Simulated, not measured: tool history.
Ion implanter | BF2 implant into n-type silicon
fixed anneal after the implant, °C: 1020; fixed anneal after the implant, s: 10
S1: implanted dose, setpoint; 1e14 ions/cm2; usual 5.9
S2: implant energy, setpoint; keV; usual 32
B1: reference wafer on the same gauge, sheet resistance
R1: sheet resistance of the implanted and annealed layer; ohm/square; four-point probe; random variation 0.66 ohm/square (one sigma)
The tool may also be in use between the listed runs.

run	hour	S1	S2	B1	R1
1	0	5.9	32	184.1	194.63
2	68.3	5.9	23	183.99	211.72
3	133.7	5.9	23	184.01	211.18
4	376.2	5.34	36	183.93	208.28
5	423.9	5.34	36	183.89	209.79
6	489.8	5.34	36	184.07	208.36
7	554.1	5.9	32	183.85	195.36
8	623	5.9	32	184.06	197.73
9	672	5.9	32	184.02	196.66
10	772.5	5.9	32	183.75	197.68
11	855.6	5.9	32	183.9	195.93
12	956.1	5.9	32	183.98	196.65
# hour 1015.1: Faraday cup replaced and dose calibrated
13	1040.3	5.9	32	183.84	200.47
14	1102	5.9	32	183.92	200.58
15	1161.4	6.73	26	183.84	191.12
16	1212.6	6.91	32	183.9	179.34
17	1287.7	4.34	39	184	254.23
# hour 1316.6: Faraday cup replaced and dose calibrated, repeated, since the last time left the tool worse
# hour 1340.1: gauge calibrated
18	1387.3	5.07	25	183.98	228.33
19	1467.5	4.52	32	184.02	241.36
20	1555	5.9	23	183.98	209.65
21	1605.4	6.91	32	183.92	174.13
22	1680.5	6.73	26	183.97	187.09
23	1774.8	6.39	35.5	184.06	179.99
24	1851.1	6.84	25	184.05	187.47
# hour 1872: extraction supply calibrated
25	1913.8	4.22	22.5	184.11	269.25
26	1963.9	5.9	32	184.14	195.16
27	2007.6	5.9	22.5	183.85	210.78
28	2104	6.5	32	184.17	182.73
29	2414.5	4.57	32	183.97	241.47

What the log doesn't show, run by run:
deviation of the true energy from its setpoint, %: 0 in every run
gauge reads high (%): 0 in every run
H1: deviation of the true dose from the Faraday cup's reading, %
run	H1
1	-1.67
2	-1.77
3	-1.85
4	-2.08
5	-2.11
6	-2.16
7	-2.19
8	-2.23
9	-2.25
10	-2.28
11	-2.31
12	-2.34
13	-4.53
14	-4.82
15	-5.06
16	-5.25
17	-5.49
18	-0.336
19	-0.666
20	-0.971
21	-1.12
22	-1.33
23	-1.54
24	-1.69
25	-1.79
26	-1.87
27	-1.93
28	-2.04
29	-2.29

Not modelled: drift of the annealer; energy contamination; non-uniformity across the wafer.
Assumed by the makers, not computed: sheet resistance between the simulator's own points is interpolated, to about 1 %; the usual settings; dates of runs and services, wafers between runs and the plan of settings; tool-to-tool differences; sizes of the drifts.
